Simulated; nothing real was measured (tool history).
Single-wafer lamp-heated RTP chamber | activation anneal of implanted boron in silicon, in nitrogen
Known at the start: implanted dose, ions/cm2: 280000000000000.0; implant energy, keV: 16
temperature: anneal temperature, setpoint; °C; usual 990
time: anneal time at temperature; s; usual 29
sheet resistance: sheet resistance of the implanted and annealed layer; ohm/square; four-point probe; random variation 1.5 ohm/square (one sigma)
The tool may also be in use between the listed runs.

run	hour	temperature	time	read-back reference wafer on the same gauge, sheet resistance	sheet resistance
1	0	990	29	329.55	348.39
2	16.7	990	29	329.98	346.88
3	33.9	990	29	329.49	347.13
4	69.8	981	29	330.05	355.58
5	92.3	981	29	329.37	352.98
6	110.1	974	29	330.24	361.02
7	142.4	990	29	329.71	349.65
8	156.2	990	29	329.85	348.28
# hour 183.2: pyrometer window cleaned and pyrometer calibrated
9	183.7	990	29	329.93	346.98
# hour 189.1: gauge calibrated
# hour 192.2: reflector plate cleaned
10	196.5	990	21	329.35	347.63
11	212.5	990	20	330.16	350.5
12	230.5	990	29	329.89	348.32
13	249.3	969	40	330.51	364.48
14	272.2	975	13	330.23	368.19
15	288.1	990	29	330.63	350.5
16	307.6	964	21	329.34	380.61
17	337	1015	13	329.74	342.37
18	349.5	1015	35	330.87	343.64
19	371	990	29	329.96	349.12
20	396.9	962	44	329.93	373.41
# hour 443.5: gauge calibrated
21	483.9	961	36	330.68	377.25
22	505.7	990	34	330.04	346.69

3 ways to go on from here, each from the tool as it stands after run 22. What would each give?
A	506.1	990	17	?	?
B	506.1	1003	46	?	?
C	506.1	1019	29	?	?

run	read-back reference wafer on the same gauge, sheet resistance	sheet resistance
A	329.86	353.88
B	329.86	344.54
C	329.86	343.42
Without the tool's hidden state the same runs would have given:
run	sheet resistance
A	353.88
B	344.54
C	343.42
